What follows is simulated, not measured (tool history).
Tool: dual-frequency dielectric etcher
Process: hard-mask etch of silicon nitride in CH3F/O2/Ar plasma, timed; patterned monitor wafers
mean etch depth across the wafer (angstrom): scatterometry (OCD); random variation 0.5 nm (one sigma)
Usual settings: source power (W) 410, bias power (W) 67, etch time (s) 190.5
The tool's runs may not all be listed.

run,hour,source power (W),bias power (W),etch time (s),"read-back reference wafer on the same gauge, depth_nm",mean etch depth across the wafer (angstrom)
1,0.0,410,67,190.5,135.0,1507
2,65.7,410,67,190.5,135.0,1513
# hour 256.7: wet clean of the chamber
3,257.2,410,67,190.5,135.0,1500
4,330.7,450,67,190.5,134.9,1585
5,416.4,410,67,190.5,135.1,1522
6,514.3,410,67,190.5,134.9,1528
7,581.9,440,67,226.0,135.0,1871
8,626.5,440,67,226.0,135.1,1881
# hour 666.8: wet clean of the chamber
9,697.4,410,67,190.5,135.1,1516
10,740.7,410,67,190.5,135.2,1517
11,803.6,410,67,190.5,135.0,1523
12,841.5,320,57,217.5,135.2,1520
# hour 989.5: wet clean of the chamber
# hour 1088.4: gauge calibrated
13,1156.4,410,67,190.5,135.0,1528
# hour 1170.7: bias power generator calibrated
# hour 1221.5: source power generator calibrated
14,1257.1,410,67,190.5,135.0,1522
# hour 1287.0: upper electrode replaced, of another model than before
# hour 1349.8: wet clean of the chamber
15,1350.3,410,67,236.5,135.0,1863
16,1423.9,410,67,190.5,135.0,1514
17,1507.8,440,67,156.0,135.0,1268
18,1582.9,410,62,190.5,134.9,1521
19,1628.1,320,52,154.0,135.0,1139
20,1667.4,410,67,146.0,135.0,1174
21,1712.0,410,67,190.5,135.0,1533
# hour 1771.8: wet clean of the chamber
22,1772.3,470,72,207.5,134.9,1712
23,1813.3,410,57,190.5,135.1,1481

5 ways to go on from here, each from the tool as it stands after run 23. What would each give?
A,1813.8,510,67,190.5,?,?
B,1813.8,510,77,166.0,?,?
C,1813.8,370,77,155.5,?,?
D,1813.8,410,54,190.5,?,?
E,1813.8,380,52,167.5,?,?

run,"read-back reference wafer on the same gauge, depth_nm",mean etch depth across the wafer (angstrom)
A,135.2,1608
B,135.2,1420
C,135.2,1216
D,135.2,1483
E,135.2,1273
Without the tool's hidden state the same runs would have given:
run,mean etch depth across the wafer (angstrom)
A,1605
B,1417
C,1214
D,1480
E,1270
